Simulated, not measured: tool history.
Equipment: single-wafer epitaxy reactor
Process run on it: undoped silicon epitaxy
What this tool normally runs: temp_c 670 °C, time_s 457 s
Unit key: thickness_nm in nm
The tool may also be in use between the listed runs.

| run | hour | temp_c | time_s | wafers since the last listed run | hours since the last pyrometer calibration | hours since the gauge calibration | read-back reference wafer on the same gauge, thickness_nm | thickness_nm |
|---|---|---|---|---|---|---|---|---|
| 1 | 0 | 670 | 483 | 0 | 1716.5 | 444.9 | 95.969 | 106.502 |
| 2 | 24.6 | 670 | 483 | 122 | 1741.1 | 469.5 | 95.989 | 106.753 |
| 3 | 47.7 | 670 | 483 | 115 | 1764.2 | 492.6 | 96.055 | 105.542 |
| 4 | 155.3 | 670 | 457 | 536 | 1871.8 | 600.2 | 95.983 | 99.7 |
| 5 | 170.7 | 670 | 457 | 76 | 1887.2 | 615.6 | 95.943 | 99.343 |
| 6 | 194.9 | 670 | 457 | 120 | 1911.4 | 639.8 | 95.944 | 99.222 |
| 7 | 207.5 | 673 | 457 | 62 | 1924 | 652.4 | 96.013 | 104.719 |
|  | 230.6 | gauge calibrated |
| 8 | 242.3 | 673 | 457 | 173 | 1958.8 | 11.7 | 96.111 | 104.802 |
| 9 | 270.5 | 670 | 457 | 140 | 1987 | 39.9 | 95.916 | 99.211 |
| 10 | 342.7 | 670 | 457 | 359 | 2059.2 | 112.1 | 95.969 | 98.378 |
| 11 | 360 | 664 | 483 | 86 | 2076.5 | 129.4 | 95.973 | 92.279 |
|  | 393.1 | pyrometer calibrated |
| 12 | 405.3 | 659 | 414 | 185 | 12.2 | 174.7 | 96.029 | 75.746 |
| 13 | 425.9 | 670 | 457 | 102 | 32.8 | 195.3 | 96.113 | 104.033 |
| 14 | 454.9 | 670 | 407 | 144 | 61.8 | 224.3 | 96.016 | 92.148 |
| 15 | 476.8 | 683 | 380 | 109 | 83.7 | 246.2 | 95.975 | 108.92 |
| 16 | 501.3 | 660 | 497 | 122 | 108.2 | 270.7 | 95.987 | 92.806 |
| 17 | 524 | 670 | 390 | 113 | 130.9 | 293.4 | 96.031 | 88.426 |
| 18 | 541.8 | 670 | 457 | 88 | 148.7 | 311.2 | 96 | 103.507 |
| 19 | 576.4 | 674 | 457 | 172 | 183.3 | 345.8 | 95.907 | 111.496 |
| 20 | 589.1 | 659 | 527 | 63 | 196 | 358.5 | 96.021 | 98.531 |
| 21 | 620.6 | 660 | 457 | 157 | 227.5 | 390 | 96.026 | 86.235 |

Here are 4 independent what-if runs from the current tool condition. What would each one return?
| A | 621.1 | 670 | 457 | 2 | 228 | 390.5 | ? | ? |
| B | 621.1 | 682 | 424 | 2 | 228 | 390.5 | ? | ? |
| C | 621.1 | 664 | 379 | 2 | 228 | 390.5 | ? | ? |
| D | 621.1 | 655 | 511 | 2 | 228 | 390.5 | ? | ? |

| run | read-back reference wafer on the same gauge, thickness_nm | thickness_nm |
|---|---|---|
| A | 96.009 | 103.776 |
| B | 96.009 | 119.806 |
| C | 96.009 | 77.011 |
| D | 96.009 | 87.679 |
With no hidden state in the tool, these same runs would have given:
| run | thickness_nm |
|---|---|
| A | 104.637 |
| B | 120.778 |
| C | 77.657 |
| D | 88.428 |
